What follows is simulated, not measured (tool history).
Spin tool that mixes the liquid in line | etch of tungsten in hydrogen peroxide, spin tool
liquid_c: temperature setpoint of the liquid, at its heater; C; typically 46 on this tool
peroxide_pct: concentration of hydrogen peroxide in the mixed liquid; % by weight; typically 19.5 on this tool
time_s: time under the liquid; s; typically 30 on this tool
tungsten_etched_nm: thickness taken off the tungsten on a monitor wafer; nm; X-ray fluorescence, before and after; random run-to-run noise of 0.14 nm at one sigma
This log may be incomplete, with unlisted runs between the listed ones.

run	day	liquid_c	peroxide_pct	time_s	read-back film thickness of the tungsten reference wafer, read on the same gauge (nm)	tungsten_etched_nm
1	0	50	19.5	30	30.03	21.06
2	1.642	50.5	19.5	30	30.04	21.73
3	14.233	46	19.5	30	30.01	15.91
4	16.554	46	19.5	30	29.96	16.03
5	20.988	46	19.5	30	30.01	15.85
6	24.317	46	19.5	30	29.99	15.81
7	26.596	46	19.5	50	30	26.29
8	30.433	46	19.5	30	29.98	15.85
9	32.971	50.5	22.5	15	30	10.94
10	35.425	36.5	19.5	15	30.01	4.19
11	38.188	46	19.5	45	29.99	23.11
12	40.208	46	19.5	45	29.95	25.8
13	43.825	41	15.5	20	29.98	7.23
14	48.267	46	25	30	30	18.82
15	50.212	49.5	19.5	45	30	30.61
16	54.304	46	19.5	30	29.98	16.64
17	56.054	40	19.5	30	30.01	11.09
18	59.479	38.5	19.5	35	30	11.84
19	62.604	46	24.5	45	29.97	27.34
20	65.796	49.5	19.5	30	30.04	20.13
21	68.412	36.5	19.5	30	29.94	8.65
22	72.312	36.5	19.5	30	30	8.65
23	74.121	46	19.5	30	30	15.92
24	80.4	39	22	45	29.97	15.82
25	83.742	49	19.5	50	30	31.88

Put back what was entered between runs (8 entries, withheld): which listed runs does each sit between, and how does the hidden state differ from the listed run before to the listed run after?
Runs 2 to 3: heated supply line repaired (day 3.571); new drum of peroxide connected (day 3.729)
  liquid colder than its thermometer reads (K): 0.696 -> 1.03
  measured minus no-state result, tungsten_etched_nm: -0.95 -> -1.07 nm
Runs 3 to 4: peroxide flow meter replaced (day 16.158)
  liquid colder than its thermometer reads (K): 1.03 -> 1.09
  measured minus no-state result, tungsten_etched_nm: -1.07 -> -1.13 nm
Runs 8 to 9: new drum of peroxide connected (day 30.971)
  liquid colder than its thermometer reads (K): 1.45 -> 1.51
  measured minus no-state result, tungsten_etched_nm: -1.52 -> -1.06 nm
Runs 11 to 12: thermometer replaced (day 38.908)
  liquid colder than its thermometer reads (K): 1.65 -> 0.283
  measured minus no-state result, tungsten_etched_nm: -2.53 -> -0.45 nm
Runs 13 to 14: gauge calibrated (day 44.658)
  liquid colder than its thermometer reads (K): 0.378 -> 0.494
  measured minus no-state result, tungsten_etched_nm: -0.18 -> -0.59 nm
Runs 18 to 19: new drum of peroxide connected (day 60.312)
  liquid colder than its thermometer reads (K): 0.787 -> 0.868
  measured minus no-state result, tungsten_etched_nm: -0.63 -> -1.54 nm
Runs 19 to 20: peroxide flow meter replaced (day 64.862)
  liquid colder than its thermometer reads (K): 0.868 -> 0.952
  measured minus no-state result, tungsten_etched_nm: -1.54 -> -1.21 nm
